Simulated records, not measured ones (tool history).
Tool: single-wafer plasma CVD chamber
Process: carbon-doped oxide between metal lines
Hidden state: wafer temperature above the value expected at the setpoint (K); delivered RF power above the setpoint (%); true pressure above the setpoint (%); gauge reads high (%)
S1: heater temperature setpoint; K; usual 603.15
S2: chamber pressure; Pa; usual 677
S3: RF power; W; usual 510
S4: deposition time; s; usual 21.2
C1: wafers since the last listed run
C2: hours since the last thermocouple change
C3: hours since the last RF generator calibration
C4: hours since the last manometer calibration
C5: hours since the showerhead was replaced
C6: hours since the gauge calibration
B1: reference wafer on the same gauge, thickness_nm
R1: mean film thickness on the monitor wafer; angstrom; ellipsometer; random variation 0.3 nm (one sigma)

run     day      S1   S2   S3    S4   C1      C2      C3      C4      C5     C6       B1       R1
  1   0.000  603.15  677  510  20.0    0  1524.8  1297.5  1983.6  5280.9  241.3  121.990  1073.27
  2   0.529  599.15  677  510  21.2  417  1537.5  1310.2  1996.3  5293.6  254.0  121.949  1149.46
  3   1.117  603.15  677  510  21.2  463  1551.6  1324.3  2010.4  5307.7  268.1  122.071  1139.77
  4   2.192  603.15  677  510  21.2  848  1577.4  1350.1  2036.2  5333.5  293.9  121.970  1139.17
  5   2.800  603.15  677  510  21.2  480  1592.0  1364.7  2050.8  5348.1  308.5  122.033  1134.34
  6   3.242  603.15  677  510  21.2  348  1602.6  1375.3  2061.4  5358.7  319.1  122.042  1136.96
  7   3.929  603.15  677  510  21.2  542  1619.1  1391.8  2077.9  5375.2  335.6  121.933  1134.87
      4.279  -- RF generator calibrated
  8   4.558  603.15  677  510  21.2  233  1634.2     6.7  2093.0  5390.3  350.7  122.006  1134.64
      5.008  -- thermocouple changed; heater temperature recalibrated
  9   5.029  603.15  677  510  21.2  108     0.5    18.0  2104.3  5401.6  362.0  121.956  1135.03
 10   5.362  613.15  677  475  21.2  263     8.5    26.0  2112.3  5409.6  370.0  121.987  1055.85
 11   5.617  613.15  677  475  21.2  200    14.6    32.1  2118.4  5415.7  376.1  122.000  1060.75
 12   6.008  613.15  677  475  21.2  309    24.0    41.5  2127.8  5425.1  385.5  121.954  1056.36
 13   6.475  603.15  764  510  21.2  368    35.2    52.7  2139.0  5436.3  396.7  121.958  1149.30
 14   6.908  610.15  540  510  21.2  342    45.6    63.1  2149.4  5446.7  407.1  121.883  1083.12
      7.738  -- capacitance manometer re-zeroed and calibrated
 15   7.758  603.15  541  605  18.8  408    66.0    83.5     0.5  5467.1  427.5  122.006  1087.55
 16   7.950  603.15  677  510  21.2  151    70.6    88.1     5.1  5471.7  432.1  122.026  1143.55
      8.425  -- gauge calibrated
 17   8.496  603.15  515  510  21.2  431    83.7   101.2    18.2  5484.8    1.7  121.941  1108.19
 18   9.046  603.15  764  510  21.2  434    96.9   114.4    31.4  5498.0   14.9  121.977  1151.38
 19   9.596  612.15  759  570  20.1  434   110.1   127.6    44.6  5511.2   28.1  121.922  1140.28
 20   9.912  597.15  781  460  18.8  250   117.7   135.2    52.2  5518.8   35.7  122.003   981.66
     10.500  -- showerhead replaced
 21  10.521  603.15  573  510  21.2  217   132.3   149.8    66.8     0.5   50.3  122.107  1113.65

Forecast run 22:
 22  10.933  609.15  677  475  23.1  325  142.2  159.7  76.7  10.4  60.2   ?   ?

Run 22 gave B1 121.920, R1 1166.59 angstrom.
Without the tool's hidden state the same run would have given R1 1166.59 angstrom.
